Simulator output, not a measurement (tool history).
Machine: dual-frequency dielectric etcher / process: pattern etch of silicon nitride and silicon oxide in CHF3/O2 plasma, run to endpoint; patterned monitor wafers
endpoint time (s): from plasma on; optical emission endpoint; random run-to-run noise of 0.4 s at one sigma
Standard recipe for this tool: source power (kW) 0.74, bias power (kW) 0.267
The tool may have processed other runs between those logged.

run,day,source power (kW),bias power (kW),"incoming incoming film thickness, nm",endpoint time (s)
1,0,0.74,0.267,260.4,129
2,0.483,0.74,0.216,255.5,138.9
3,0.95,0.74,0.216,256.8,139.9
4,1.608,0.74,0.216,257.4,139.5
5,1.879,0.74,0.267,255.6,126.3
6,2.208,0.65,0.231,255.7,143.1
7,2.692,0.65,0.231,255.5,142.9
8,3.017,0.8,0.267,254.7,121.6
9,3.454,0.7,0.267,257.1,130.1
# day 4.662: wet clean of the chamber
10,4.683,0.7,0.267,255.1,135.5
# day 5.808: bias power generator calibrated
# day 6.262: upper electrode replaced
11,6.283,0.85,0.248,252.6,126
12,6.392,0.74,0.267,258.1,132
13,6.788,0.58,0.223,257.3,161
14,7.092,0.79,0.267,259.9,129.4
15,7.679,0.87,0.229,256.3,130.1
16,8.329,0.74,0.225,255.7,141.8
# day 8.683: source power generator calibrated
17,8.842,0.74,0.223,256.6,142.6
18,9.871,0.69,0.311,254.8,125.7
19,10.292,0.66,0.326,256.2,126.3
20,10.771,0.61,0.267,256.4,143.1
21,11.104,0.91,0.267,253.1,117.3
22,11.621,0.85,0.248,254.8,126

Estimate the outcome of run 23 from the log above:
23,12.346,0.69,0.228,257.3,?

endpoint time (s): 144.3
If the tool had no hidden condition, the same run with the same run-to-run variation would have returned endpoint time (s) 147.4.

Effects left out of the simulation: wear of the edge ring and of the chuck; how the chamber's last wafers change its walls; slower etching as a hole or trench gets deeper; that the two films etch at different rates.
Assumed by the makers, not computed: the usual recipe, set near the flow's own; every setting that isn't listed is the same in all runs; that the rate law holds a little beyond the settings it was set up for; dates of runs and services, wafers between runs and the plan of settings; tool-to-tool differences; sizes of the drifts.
